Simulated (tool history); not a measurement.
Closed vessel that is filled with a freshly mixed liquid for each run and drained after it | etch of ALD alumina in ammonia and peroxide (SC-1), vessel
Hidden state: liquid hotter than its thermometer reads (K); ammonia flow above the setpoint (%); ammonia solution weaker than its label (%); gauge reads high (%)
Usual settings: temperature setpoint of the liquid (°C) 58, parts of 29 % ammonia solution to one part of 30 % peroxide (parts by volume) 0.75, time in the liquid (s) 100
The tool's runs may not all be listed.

| run | hour | temperature setpoint of the liquid (°C) | parts of 29 % ammonia solution to one part of 30 % peroxide (parts by volume) | time in the liquid (s) | wafers since the last listed run | hours since the thermometer was replaced | hours since the ammonia flow meter was replaced | hours since the drum of ammonia solution was connected | hours since the gauge calibration | read-back film thickness of the ALD alumina reference wafer, read on the same gauge (nm) | thickness taken off the ALD alumina on a monitor wafer (angstrom) |
|---|---|---|---|---|---|---|---|---|---|---|---|
| 1 | 0 | 58 | 0.75 | 100 | 0 | 527.2 | 749.4 | 596.2 | 3657.7 | 120.02 | 67.1 |
| 2 | 44.8 | 58 | 0.75 | 100 | 4297 | 572 | 794.2 | 641 | 3702.5 | 120.02 | 67.7 |
| 3 | 102.1 | 58 | 0.75 | 145 | 5495 | 629.3 | 851.5 | 698.3 | 3759.8 | 120.02 | 99.3 |
| 4 | 207.3 | 58 | 0.75 | 145 | 10090 | 734.5 | 956.7 | 803.5 | 3865 | 119.94 | 97.8 |
| 5 | 297.8 | 58 | 0.75 | 100 | 8680 | 825 | 1047.2 | 894 | 3955.5 | 119.99 | 69.3 |
|  | 302.1 | gauge calibrated |
| 6 | 382.9 | 58 | 0.75 | 100 | 8162 | 910.1 | 1132.3 | 979.1 | 80.8 | 119.96 | 69.4 |
| 7 | 423 | 58 | 0.75 | 100 | 3846 | 950.2 | 1172.4 | 1019.2 | 120.9 | 120 | 70.1 |
|  | 448.8 | new drum of ammonia solution connected |
| 8 | 506.8 | 58 | 0.95 | 100 | 7941 | 1034 | 1256.2 | 58 | 204.7 | 120.02 | 71 |
| 9 | 556.8 | 58 | 0.95 | 100 | 4795 | 1084 | 1306.2 | 108 | 254.7 | 120.02 | 71.3 |
| 10 | 638.8 | 66.5 | 0.55 | 45 | 7865 | 1166 | 1388.2 | 190 | 336.7 | 120 | 47.4 |
| 11 | 714.2 | 48 | 0.9 | 120 | 7232 | 1241.4 | 1463.6 | 265.4 | 412.1 | 119.98 | 50.5 |
| 12 | 778.5 | 55 | 1.05 | 125 | 6167 | 1305.7 | 1527.9 | 329.7 | 476.4 | 120.02 | 78.5 |
|  | 789.2 | ammonia flow meter replaced |
|  | 804.5 | thermometer replaced |
| 13 | 918.3 | 62.5 | 0.4 | 100 | 13217 | 113.8 | 129.1 | 469.5 | 616.2 | 119.98 | 76.8 |
| 14 | 979.3 | 67 | 1 | 75 | 5850 | 174.8 | 190.1 | 530.5 | 677.2 | 119.97 | 79 |
| 15 | 1073.2 | 66.5 | 0.55 | 45 | 9006 | 268.7 | 284 | 624.4 | 771.1 | 120 | 45.1 |
| 16 | 1207.3 | 58 | 0.65 | 70 | 12862 | 402.8 | 418.1 | 758.5 | 905.2 | 119.97 | 46.6 |
| 17 | 1247.9 | 58 | 0.75 | 100 | 3894 | 443.4 | 458.7 | 799.1 | 945.8 | 119.99 | 66.7 |
| 18 | 1447.4 | 53.5 | 0.4 | 80 | 19135 | 642.9 | 658.2 | 998.6 | 1145.3 | 120.01 | 40.2 |
|  | 1551.7 | new drum of ammonia solution connected |
| 19 | 1555.2 | 58 | 0.75 | 160 | 10243 | 750.7 | 766 | 3.5 | 1253.1 | 119.96 | 108.8 |
| 20 | 1598.6 | 55 | 0.75 | 100 | 4162 | 794.1 | 809.4 | 46.9 | 1296.5 | 119.99 | 57.9 |
| 21 | 1661.5 | 51.5 | 0.6 | 100 | 6033 | 857 | 872.3 | 109.8 | 1359.4 | 120.03 | 47.4 |

Forecast run 22:
| 22 | 1760.1 | 51.5 | 1.05 | 150 | 9457 | 955.6 | 970.9 | 208.4 | 1458 | ? | ? |

read-back film thickness of the ALD alumina reference wafer, read on the same gauge (nm): 120
thickness taken off the ALD alumina on a monitor wafer (angstrom): 75.4
Without the tool's hidden state the same run would have given thickness taken off the ALD alumina on a monitor wafer (angstrom) 70.5.
